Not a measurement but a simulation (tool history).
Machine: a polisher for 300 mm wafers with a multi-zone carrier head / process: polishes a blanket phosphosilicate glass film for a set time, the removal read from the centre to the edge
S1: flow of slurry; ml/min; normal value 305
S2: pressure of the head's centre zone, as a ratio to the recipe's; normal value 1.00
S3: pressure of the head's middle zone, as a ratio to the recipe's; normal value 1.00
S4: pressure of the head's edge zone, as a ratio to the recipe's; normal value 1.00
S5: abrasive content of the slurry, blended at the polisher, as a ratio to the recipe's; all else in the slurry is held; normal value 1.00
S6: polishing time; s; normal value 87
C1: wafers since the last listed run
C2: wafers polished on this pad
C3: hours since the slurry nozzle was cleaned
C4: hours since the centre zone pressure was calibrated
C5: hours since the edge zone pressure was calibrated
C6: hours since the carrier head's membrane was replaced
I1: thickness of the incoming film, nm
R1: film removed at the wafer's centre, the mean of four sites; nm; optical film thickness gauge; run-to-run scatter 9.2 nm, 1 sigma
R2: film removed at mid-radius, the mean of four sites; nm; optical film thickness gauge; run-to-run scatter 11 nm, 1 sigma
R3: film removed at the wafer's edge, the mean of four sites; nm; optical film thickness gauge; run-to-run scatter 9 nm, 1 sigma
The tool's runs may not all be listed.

Run 1, hour 0.0: usual settings but S3 1.08; C1 0; C2 845; C3 622.5; C4 372.4; C5 833.5; C6 1793.7; I1 3437.3. Result: R1 731.0 nm, R2 805.0 nm, R3 755.1 nm.
Run 2, hour 20.0: usual settings but S3 1.08; C1 132; C2 978; C3 642.5; C4 392.4; C5 853.5; C6 1813.7; I1 3388.6. Result: R1 750.7 nm, R2 794.6 nm, R3 746.4 nm.
Run 3, hour 46.7: usual settings but S5 1.15, S6 61 s; C1 176; C2 1154; C3 669.2; C4 419.1; C5 880.2; C6 1840.4; I1 3400.1. Result: R1 540.2 nm, R2 563.2 nm, R3 559.1 nm.
At hour 54.9: carrier head's membrane replaced by a new one.
Run 4, hour 75.2: usual settings but S2 1.08, S6 74 s; C1 155; C2 1310; C3 697.7; C4 447.6; C5 908.7; C6 20.3; I1 3461.7. Result: R1 678.0 nm, R2 640.9 nm, R3 640.9 nm.
At hour 81.0: slurry nozzle cleaned.
At hour 84.9: worn pad replaced by a new one.
Run 5, hour 95.4: usual settings but S3 1.09, S4 0.92; C1 100; C2 69; C3 14.4; C4 467.8; C5 928.9; C6 40.5; I1 3380.5. Result: R1 787.9 nm, R2 891.0 nm, R3 786.2 nm.
Run 6, hour 115.7: usual settings but S1 405 ml/min, S2 0.92, S5 1.15; C1 134; C2 203; C3 34.7; C4 488.1; C5 949.2; C6 60.8; I1 3380.6. Result: R1 790.9 nm, R2 878.0 nm, R3 851.8 nm.
Run 7, hour 149.7: usual settings but S6 75 s; C1 225; C2 429; C3 68.7; C4 522.1; C5 983.2; C6 94.8; I1 3413.8. Result: R1 668.9 nm, R2 672.3 nm, R3 662.7 nm.
Run 8, hour 165.1: usual settings; C1 101; C2 530; C3 84.1; C4 537.5; C5 998.6; C6 110.2; I1 3347.7. Result: R1 750.4 nm, R2 759.0 nm, R3 762.9 nm.
Run 9, hour 198.2: usual settings but S1 215 ml/min, S2 1.08, S5 1.15, S6 100 s; C1 219; C2 750; C3 117.2; C4 570.6; C5 1031.7; C6 143.3; I1 3392.0. Result: R1 958.4 nm, R2 896.2 nm, R3 899.7 nm.
Run 10, hour 225.1: usual settings; C1 178; C2 928; C3 144.1; C4 597.5; C5 1058.6; C6 170.2; I1 3405.3. Result: R1 729.9 nm, R2 751.4 nm, R3 737.3 nm.
Run 11, hour 248.8: usual settings; C1 156; C2 1085; C3 167.8; C4 621.2; C5 1082.3; C6 193.9; I1 3404.5. Result: R1 747.2 nm, R2 763.5 nm, R3 741.0 nm.
Run 12, hour 262.3: usual settings but S4 1.11; C1 89; C2 1174; C3 181.3; C4 634.7; C5 1095.8; C6 207.4; I1 3399.1. Result: R1 730.3 nm, R2 762.5 nm, R3 796.4 nm.
Run 13, hour 278.0: usual settings but S3 1.03; C1 103; C2 1278; C3 197.0; C4 650.4; C5 1111.5; C6 223.1; I1 3447.4. Result: R1 727.9 nm, R2 770.4 nm, R3 743.4 nm.
At hour 301.7: worn pad replaced by a new one.
At hour 308.3: centre zone pressure recalibrated.
Run 14, hour 310.6: usual settings but S1 370 ml/min, S3 0.92; C1 176; C2 45; C3 229.6; C4 2.3; C5 1144.1; C6 255.7; I1 3333.7. Result: R1 814.8 nm, R2 771.6 nm, R3 831.6 nm.
At hour 322.8: edge zone pressure recalibrated.
Run 15, hour 326.8: usual settings but S3 0.88; C1 94; C2 139; C3 245.8; C4 18.5; C5 4.0; C6 271.9; I1 3415.6. Result: R1 789.7 nm, R2 711.0 nm, R3 808.8 nm.
Run 16, hour 348.3: usual settings but S1 370 ml/min, S2 1.10, S3 1.06, S4 0.95; C1 142; C2 281; C3 267.3; C4 40.0; C5 25.5; C6 293.4; I1 3370.3. Result: R1 868.0 nm, R2 831.5 nm, R3 794.3 nm.
Run 17, hour 367.0: usual settings but S4 0.94, S6 79 s; C1 123; C2 405; C3 286.0; C4 58.7; C5 44.2; C6 312.1; I1 3364.1. Result: R1 700.3 nm, R2 721.8 nm, R3 683.9 nm.
Run 18, hour 402.5: usual settings but S2 1.08, S4 1.04, S6 71 s; C1 235; C2 640; C3 321.5; C4 94.2; C5 79.7; C6 347.6; I1 3406.4. Result: R1 664.0 nm, R2 633.4 nm, R3 640.4 nm.
Run 19, hour 435.3: usual settings; C1 217; C2 858; C3 354.3; C4 127.0; C5 112.5; C6 380.4; I1 3430.4. Result: R1 736.2 nm, R2 778.3 nm, R3 764.5 nm.
At hour 472.7: worn pad replaced by a new one.
Run 20, hour 473.2: usual settings; C1 224; C2 3; C3 392.2; C4 164.9; C5 150.4; C6 418.3; I1 3397.7. Result: R1 810.8 nm, R2 851.4 nm, R3 858.7 nm.
Run 21, hour 496.4: usual settings but S3 1.10; C1 153; C2 156; C3 415.4; C4 188.1; C5 173.6; C6 441.5; I1 3360.1. Result: R1 790.3 nm, R2 872.5 nm, R3 812.1 nm.
Run 22, hour 590.4: usual settings but S2 1.06; C1 622; C2 779; C3 509.4; C4 282.1; C5 267.6; C6 535.5; I1 3422.0. Result: R1 790.6 nm, R2 776.1 nm, R3 771.2 nm.

Below are 3 alternative next runs, each starting from the tool's condition after run 22. Predict each:
Run A, hour 590.8: usual settings but S5 1.25; C1 2; C2 782; C3 509.8; C4 282.5; C5 268.0; C6 535.9; I1 3466.9. Result: R1 ?, R2 ?, R3 ?.
Run B, hour 590.8: usual settings but S1 330 ml/min, S4 0.93, S6 102 s; C1 2; C2 782; C3 509.8; C4 282.5; C5 268.0; C6 535.9; I1 3466.9. Result: R1 ?, R2 ?, R3 ?.
Run C, hour 590.8: usual settings but S1 230 ml/min, S3 0.94; C1 2; C2 782; C3 509.8; C4 282.5; C5 268.0; C6 535.9; I1 3466.9. Result: R1 ?, R2 ?, R3 ?.

run     R1     R2     R3
  A  833.7  822.6  838.1
  B  900.9  888.5  874.9
  C  744.5  700.2  755.1
With no hidden state in the tool, these same runs would have given:
run     R1     R2     R3
  A  921.6  909.4  926.5
  B  995.9  982.2  967.2
  C  823.0  774.1  834.8

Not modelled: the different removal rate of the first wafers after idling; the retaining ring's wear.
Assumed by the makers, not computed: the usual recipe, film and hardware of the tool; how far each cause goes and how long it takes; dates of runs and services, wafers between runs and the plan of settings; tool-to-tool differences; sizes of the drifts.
